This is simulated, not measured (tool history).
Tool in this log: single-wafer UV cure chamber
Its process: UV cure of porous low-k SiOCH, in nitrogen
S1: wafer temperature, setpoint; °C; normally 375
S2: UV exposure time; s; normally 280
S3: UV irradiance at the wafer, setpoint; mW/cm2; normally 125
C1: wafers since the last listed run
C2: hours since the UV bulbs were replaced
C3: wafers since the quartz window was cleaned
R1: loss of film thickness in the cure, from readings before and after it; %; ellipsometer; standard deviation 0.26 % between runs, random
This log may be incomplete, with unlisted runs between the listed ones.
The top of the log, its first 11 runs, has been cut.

run	hour	S1	S2	S3	C1	C2	C3	R1
12	288.7	375	235	145	116	2345.9	3107	15.618
13	311.4	386	280	125	105	2368.6	3213	16.012
14	346.9	375	280	125	165	2404.1	3378	15.557
15	381	375	280	125	158	2438.2	3537	15.46
16	402.5	375	280	125	100	2459.7	3637	15.185
17	423.4	375	280	125	97	2480.6	3734	15.514
18	449.6	375	355	125	121	2506.8	3856	16.786
19	480.2	375	355	125	142	2537.4	3998	16.72
# hour 508.9: quartz window cleaned
20	509.6	375	280	125	99	2566.8	3	15.4

What will run 21 give?
21	570.5	375	280	125	283	2627.7	286	?

Run 21 came out at R1 15.072 %.
If the tool had no hidden condition, the same run with the same run-to-run variation would have returned R1 17.394 %.
